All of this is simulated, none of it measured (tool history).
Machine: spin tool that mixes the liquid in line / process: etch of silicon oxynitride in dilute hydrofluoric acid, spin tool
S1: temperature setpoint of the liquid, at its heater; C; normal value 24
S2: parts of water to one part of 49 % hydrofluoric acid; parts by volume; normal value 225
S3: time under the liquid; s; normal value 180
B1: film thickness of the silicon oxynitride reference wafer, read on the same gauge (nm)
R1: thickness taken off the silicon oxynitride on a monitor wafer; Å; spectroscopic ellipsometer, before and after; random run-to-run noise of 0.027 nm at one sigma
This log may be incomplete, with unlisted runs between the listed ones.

run	hour	S1	S2	S3	B1	R1
1	0	24	225	245	130.007	30.64
2	44.2	24	225	245	130.031	31.9
3	135.7	24	225	245	130.006	31.8
4	237.3	25.5	225	240	129.989	32.98
5	323.1	24	225	180	129.993	22.51
# hour 334.9: thermometer replaced
6	541.7	24	225	180	129.96	23.28
7	599	24	225	180	130.008	22.8
8	706.9	24	225	180	129.991	22.5
9	804.1	24	225	180	129.994	22.52
# hour 853.5: thermometer replaced
# hour 894: hydrofluoric acid flow meter replaced
10	905	24	225	180	129.982	22.24
11	991.2	24	225	180	129.981	22.96
# hour 1022.8: gauge calibrated
12	1089.1	24	225	180	130.021	22.87
13	1129.3	20.5	225	180	129.96	19.63
14	1196.3	20.5	225	180	130.031	19.67
15	1272.3	20.5	225	180	130.027	19.37
16	1371.3	20.5	300	260	130.038	20.5
# hour 1431: thermometer replaced
17	1465.8	20.5	165	245	129.984	36.86
18	1505.6	21.5	150	235	129.972	42.17
19	1606.6	22.5	225	250	130.006	28.88
20	1660.5	26.5	325	105	130.025	9.44
21	1702	24	225	115	129.993	14.56
22	1807.3	24	190	180	130.04	27.55
# hour 1867.5: hydrofluoric acid flow meter replaced
23	1914.3	24	225	180	129.976	22.72
24	1958.7	20	125	180	129.957	36.66
# hour 1989.8: thermometer replaced
25	2185.5	19.5	130	225	129.947	43.85
26	2287.6	21	225	270	130.045	29.85
27	2467.2	26	225	180	130.008	25.18
28	2509.6	24	280	270	129.974	26.7
# hour 2606.7: thermometer replaced
29	2616.9	21	165	180	130.019	28.61
# hour 2670.7: hydrofluoric acid flow meter replaced
30	2675.9	24	225	180	130.053	22.89
31	2755	24	125	180	130.045	44.47
32	2820.5	24	225	180	129.995	23.26

State the hidden condition of the tool at each of the runs:
liquid colder than its thermometer reads (K): 0 at every run
hydrofluoric acid flow below the setpoint (%): 0 at every run
gauge reads high (%): 0 at every run
